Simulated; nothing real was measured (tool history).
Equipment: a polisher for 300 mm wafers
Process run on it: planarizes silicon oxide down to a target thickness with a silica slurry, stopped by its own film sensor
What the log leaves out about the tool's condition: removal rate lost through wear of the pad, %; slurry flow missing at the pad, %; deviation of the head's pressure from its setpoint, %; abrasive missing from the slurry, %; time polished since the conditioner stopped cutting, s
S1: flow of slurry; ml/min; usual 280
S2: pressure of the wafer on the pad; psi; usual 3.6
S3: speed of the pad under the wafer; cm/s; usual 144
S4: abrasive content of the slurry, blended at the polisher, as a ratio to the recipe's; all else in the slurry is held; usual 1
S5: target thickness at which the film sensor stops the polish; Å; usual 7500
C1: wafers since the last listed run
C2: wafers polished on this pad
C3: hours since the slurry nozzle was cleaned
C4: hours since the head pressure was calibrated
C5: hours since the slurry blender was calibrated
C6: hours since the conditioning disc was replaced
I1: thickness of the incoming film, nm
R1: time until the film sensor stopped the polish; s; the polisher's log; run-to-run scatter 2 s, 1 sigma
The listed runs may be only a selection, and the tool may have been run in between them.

Run 1, hour 0: usual settings; C1 0; C2 1028; C3 115.1; C4 354.6; C5 99.4; C6 157.5; I1 1241.9. Result: R1 138.8 s.
Run 2, hour 36.1: usual settings; C1 266; C2 1294; C3 151.2; C4 390.7; C5 135.5; C6 193.6; I1 1254.9. Result: R1 133.9 s.
Run 3, hour 74: usual settings; C1 279; C2 1574; C3 189.1; C4 428.6; C5 173.4; C6 231.5; I1 1250.6. Result: R1 140.1 s.
At hour 126.1: worn pad replaced by a new one.
At hour 146.3: slurry nozzle cleaned.
At hour 153.2: slurry blender recalibrated.
Run 4, hour 170.1: usual settings; C1 656; C2 302; C3 23.8; C4 524.7; C5 16.9; C6 327.6; I1 1277.6. Result: R1 145.6 s.
At hour 178.3: conditioning disc replaced and pad reconditioned.
Run 5, hour 259.2: usual settings; C1 642; C2 944; C3 112.9; C4 613.8; C5 106; C6 80.9; I1 1258.1. Result: R1 139.7 s.
At hour 371.3: worn pad replaced by a new one.
At hour 418.4: slurry nozzle cleaned.
At hour 433.6: slurry blender recalibrated.
At hour 489.2: conditioning disc replaced and pad reconditioned.
Run 6, hour 492.5: usual settings; C1 1653; C2 856; C3 74.1; C4 847.1; C5 58.9; C6 3.3; I1 1262.1. Result: R1 139.7 s.
Run 7, hour 551.4: usual settings; C1 434; C2 1290; C3 133; C4 906; C5 117.8; C6 62.2; I1 1275. Result: R1 143.8 s.
At hour 654: worn pad replaced by a new one.
Run 8, hour 654.5: usual settings but S2 4.9 psi, S5 8710 Å; C1 730; C2 3; C3 236.1; C4 1009.1; C5 220.9; C6 165.3; I1 1263.7. Result: R1 77.7 s.
At hour 668: slurry nozzle cleaned.
At hour 683.1: slurry blender recalibrated.
Run 9, hour 709.1: usual settings but S2 3.3 psi, S4 1.15; C1 380; C2 384; C3 41.1; C4 1063.7; C5 26; C6 219.9; I1 1254.2. Result: R1 139.5 s.
Run 10, hour 814.3: usual settings but S3 126 cm/s, S5 6230 Å; C1 775; C2 1159; C3 146.3; C4 1168.9; C5 131.2; C6 325.1; I1 1242.1. Result: R1 184 s.
At hour 852.9: conditioning disc replaced and pad reconditioned.
Run 11, hour 874.3: usual settings; C1 427; C2 1587; C3 206.3; C4 1228.9; C5 191.2; C6 21.4; I1 1235.7. Result: R1 134 s.
At hour 911.7: slurry blender recalibrated.
At hour 919.2: worn pad replaced by a new one.
At hour 923.3: head pressure recalibrated.
Run 12, hour 951.7: usual settings; C1 511; C2 224; C3 283.7; C4 28.4; C5 40; C6 98.8; I1 1245.2. Result: R1 135.3 s.
At hour 964: slurry nozzle cleaned.
At hour 1145.4: slurry blender recalibrated.
At hour 1146: conditioning disc replaced and pad reconditioned.
At hour 1155.6: worn pad replaced by a new one.
Run 13, hour 1203.4: usual settings but S1 180 ml/min, S3 112 cm/s; C1 1799; C2 352; C3 239.4; C4 280.1; C5 58; C6 57.4; I1 1279.8. Result: R1 168.5 s.
At hour 1223.8: slurry nozzle cleaned.
Run 14, hour 1250.9: usual settings but S1 345 ml/min, S2 4.8 psi, S3 102 cm/s, S4 0.75; C1 342; C2 695; C3 27.1; C4 327.6; C5 105.5; C6 104.9; I1 1246.1. Result: R1 145.2 s.

Alternative continuations, all from the tool just after run 14; predict every row:
Run A, hour 1251.4: usual settings but S3 168 cm/s; C1 3; C2 699; C3 27.6; C4 328.1; C5 106; C6 105.4; I1 1257. Result: R1 ?.
Run B, hour 1251.4: usual settings but S3 122 cm/s; C1 3; C2 699; C3 27.6; C4 328.1; C5 106; C6 105.4; I1 1257. Result: R1 ?.
Run C, hour 1251.4: usual settings but S2 4.6 psi, S3 180 cm/s; C1 3; C2 699; C3 27.6; C4 328.1; C5 106; C6 105.4; I1 1257. Result: R1 ?.
Run D, hour 1251.4: usual settings but S1 220 ml/min, S4 0.85, S5 5980 Å; C1 3; C2 699; C3 27.6; C4 328.1; C5 106; C6 105.4; I1 1257. Result: R1 ?.
Run E, hour 1251.4: usual settings but S1 335 ml/min, S2 4.7 psi, S5 8180 Å; C1 3; C2 699; C3 27.6; C4 328.1; C5 106; C6 105.4; I1 1257. Result: R1 ?.

run     R1
  A  126.8
  B  147.8
  C   96.5
  D  203.4
  E   90.4
With the hidden condition removed and each run's random variation left untouched, the same runs would have given:
run     R1
  A  126.8
  B  147.8
  C   96.5
  D  203.4
  E   90.4
